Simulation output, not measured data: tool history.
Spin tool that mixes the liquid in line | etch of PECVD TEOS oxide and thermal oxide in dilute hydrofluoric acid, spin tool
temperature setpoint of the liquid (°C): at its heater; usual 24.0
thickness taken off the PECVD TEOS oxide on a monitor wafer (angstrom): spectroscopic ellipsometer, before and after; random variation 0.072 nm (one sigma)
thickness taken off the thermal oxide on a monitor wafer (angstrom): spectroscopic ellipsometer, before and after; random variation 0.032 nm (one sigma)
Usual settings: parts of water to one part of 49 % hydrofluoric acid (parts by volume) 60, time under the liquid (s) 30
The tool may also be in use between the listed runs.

run,day,temperature setpoint of the liquid (°C),parts of water to one part of 49 % hydrofluoric acid (parts by volume),time under the liquid (s),"read-back film thickness of the PECVD TEOS oxide reference wafer, read on the same gauge (nm)","read-back film thickness of the thermal oxide reference wafer, read on the same gauge (nm)",thickness taken off the PECVD TEOS oxide on a monitor wafer (angstrom),thickness taken off the thermal oxide on a monitor wafer (angstrom)
1,0.000,24.0,60,30,119.99,129.958,90.2,21.60
2,0.275,24.0,60,30,120.00,129.996,90.5,21.80
3,0.792,24.0,60,30,119.98,130.021,90.6,21.67
4,1.333,24.0,60,30,120.00,130.019,90.5,22.03
5,1.812,24.0,60,30,119.98,130.011,90.2,21.51
6,2.200,24.0,60,30,119.99,129.969,90.3,21.37
7,2.658,24.0,60,30,120.01,129.980,89.6,21.79
8,3.079,24.0,60,30,120.01,129.986,90.4,21.59
# day 3.562: thermometer replaced
9,3.788,24.0,60,30,119.99,129.981,98.6,23.28
10,4.379,22.0,75,45,119.99,129.960,105.8,25.03
# day 4.529: hydrofluoric acid flow meter replaced
11,4.662,24.0,60,30,119.99,129.967,99.8,23.78
12,5.125,27.0,40,45,120.00,130.014,257.2,61.52
13,5.496,22.0,50,20,120.01,130.040,73.4,17.92
# day 5.821: gauge calibrated
14,7.488,24.0,50,30,119.98,130.021,118.9,28.19
15,7.958,21.0,85,15,119.99,130.029,29.6,7.00
16,8.625,21.0,80,45,120.00,129.973,93.5,23.12
17,9.096,19.0,50,15,119.99,129.980,47.3,11.17
18,9.821,28.0,50,40,120.02,129.973,182.7,43.84
19,10.238,24.0,60,30,120.01,129.939,96.5,23.77

Forecast each of these 5 alternatives for the next run:
A,10.254,24.0,60,30,?,?,?,?
B,10.254,20.5,80,35,?,?,?,?
C,10.254,22.0,35,45,?,?,?,?
D,10.254,29.0,60,15,?,?,?,?
E,10.254,21.0,60,30,?,?,?,?

run,"read-back film thickness of the PECVD TEOS oxide reference wafer, read on the same gauge (nm)","read-back film thickness of the thermal oxide reference wafer, read on the same gauge (nm)",thickness taken off the PECVD TEOS oxide on a monitor wafer (angstrom),thickness taken off the thermal oxide on a monitor wafer (angstrom)
A,119.98,130.032,96.5,22.80
B,119.98,130.032,71.3,16.84
C,119.98,130.032,235.6,55.64
D,119.98,130.032,59.0,13.94
E,119.98,130.032,85.2,20.12
Without the tool's hidden state the same runs would have given:
run,thickness taken off the PECVD TEOS oxide on a monitor wafer (angstrom),thickness taken off the thermal oxide on a monitor wafer (angstrom)
A,100.3,23.69
B,74.2,17.51
C,245.2,57.91
D,61.3,14.47
E,88.6,20.93
